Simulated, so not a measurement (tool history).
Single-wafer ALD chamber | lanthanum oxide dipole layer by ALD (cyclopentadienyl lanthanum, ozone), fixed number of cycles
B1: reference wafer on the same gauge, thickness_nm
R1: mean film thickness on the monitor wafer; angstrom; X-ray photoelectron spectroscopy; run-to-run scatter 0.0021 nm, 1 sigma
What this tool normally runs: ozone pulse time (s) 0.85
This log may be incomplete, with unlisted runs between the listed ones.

Run 1, hour 0: usual settings but ozone pulse time (s) 0.66; B1 0.507. Result: R1 4.23 angstrom.
Run 2, hour 60.1: usual settings but ozone pulse time (s) 0.66; B1 0.507. Result: R1 4.23 angstrom.
Run 3, hour 85.8: usual settings; B1 0.507. Result: R1 4.74 angstrom.
Run 4, hour 131.8: usual settings but ozone pulse time (s) 1.04; B1 0.507. Result: R1 5.04 angstrom.
Run 5, hour 177.7: usual settings but ozone pulse time (s) 1.08; B1 0.507. Result: R1 5.13 angstrom.
Run 6, hour 388.5: usual settings; B1 0.507. Result: R1 4.73 angstrom.
Run 7, hour 433.2: usual settings; B1 0.507. Result: R1 4.73 angstrom.
Run 8, hour 502.1: usual settings; B1 0.508. Result: R1 4.68 angstrom.
Run 9, hour 551.2: usual settings; B1 0.507. Result: R1 4.72 angstrom.
Run 10, hour 578.4: usual settings but ozone pulse time (s) 0.97; B1 0.508. Result: R1 4.92 angstrom.
Run 11, hour 612.4: usual settings but ozone pulse time (s) 0.52; B1 0.507. Result: R1 3.79 angstrom.
Run 12, hour 676.2: usual settings but ozone pulse time (s) 1.13; B1 0.507. Result: R1 5.29 angstrom.
Run 13, hour 725.2: usual settings but ozone pulse time (s) 0.66; B1 0.507. Result: R1 3.64 angstrom.
Run 14, hour 773.6: usual settings but ozone pulse time (s) 1.16; B1 0.507. Result: R1 5.53 angstrom.
Run 15, hour 895: usual settings but ozone pulse time (s) 1.06; B1 0.507. Result: R1 5.33 angstrom.
Run 16, hour 926.6: usual settings but ozone pulse time (s) 0.68; B1 0.507. Result: R1 4.01 angstrom.
Run 17, hour 978.4: usual settings; B1 0.507. Result: R1 4.74 angstrom.

Not shown: 4 entries that the log had between the listed runs. Between which runs, and how does the tool's hidden state differ before and after?
In the gap between runs 8 and 9: thermocouple changed; heater temperature recalibrated (hour 541.4)
  ozone dose above that of a generator just serviced (%): -9.95 -> -10
  measured less the result without the state, R1: -0.18 -> -0.18 angstrom
In the gap between runs 11 and 12: showerhead replaced, of another model than before (hour 659.4)
  nothing in the hidden state changes from one run to the other
  measured less the result without the state, R1: -0.21 -> -0.22 angstrom
In the gap between runs 13 and 14: ozone generator serviced (hour 755.7); gauge calibrated (hour 773.1)
  ozone dose above that of a generator just serviced (%): -10.1 -> -1.48
  measured less the result without the state, R1: -0.37 -> -0.02 angstrom
